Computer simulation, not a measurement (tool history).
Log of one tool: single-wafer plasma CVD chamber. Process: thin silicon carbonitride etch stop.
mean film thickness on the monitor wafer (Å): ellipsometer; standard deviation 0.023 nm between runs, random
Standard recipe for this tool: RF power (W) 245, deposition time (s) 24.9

run	hour	RF power (W)	deposition time (s)	wafers since the last listed run	hours since the last thermocouple change	hours since the last RF generator calibration	hours since the showerhead was replaced	hours since the gauge calibration	read-back reference wafer on the same gauge, thickness_nm	mean film thickness on the monitor wafer (Å)
1	0.0	245	24.9	0	1118.1	1363.3	2744.3	113.9	16.697	150.95
2	34.2	245	24.9	714	1152.3	1397.5	2778.5	148.1	16.696	151.03
# hour 52.8: gauge calibrated
3	54.6	270	27.3	426	1172.7	1417.9	2798.9	1.8	16.698	170.93
4	81.2	270	27.3	555	1199.3	1444.5	2825.5	28.4	16.700	171.22
# hour 97.0: thermocouple changed; heater temperature recalibrated
# hour 105.3: showerhead replaced
5	105.8	245	24.9	179	8.8	1469.1	0.5	53.0	16.704	151.11
6	121.6	245	24.9	329	24.6	1484.9	16.3	68.8	16.708	151.33
7	136.0	245	24.9	300	39.0	1499.3	30.7	83.2	16.691	150.86
8	156.9	245	24.9	436	59.9	1520.2	51.6	104.1	16.699	150.85
9	175.4	270	29.9	386	78.4	1538.7	70.1	122.6	16.697	187.16
# hour 202.7: RF generator calibrated
10	203.2	230	24.9	413	106.2	0.5	97.9	150.4	16.705	148.11
11	214.7	245	24.9	240	117.7	12.0	109.4	161.9	16.706	151.27
# hour 229.4: gauge calibrated
12	240.7	210	22.8	543	143.7	38.0	135.4	11.3	16.704	131.84
13	259.7	265	20.7	396	162.7	57.0	154.4	30.3	16.697	128.81
14	276.3	245	24.9	346	179.3	73.6	171.0	46.9	16.701	150.77
15	291.2	195	28.5	311	194.2	88.5	185.9	61.8	16.697	160.90
16	306.8	270	28.3	325	209.8	104.1	201.5	77.4	16.704	177.18

For each run, what was the tool's unlogged condition?
wafer temperature above the value expected at the setpoint (K): 0, the same for each run
delivered RF power above the setpoint (%): 0, the same for each run
gauge reads high (%): 0, the same for each run
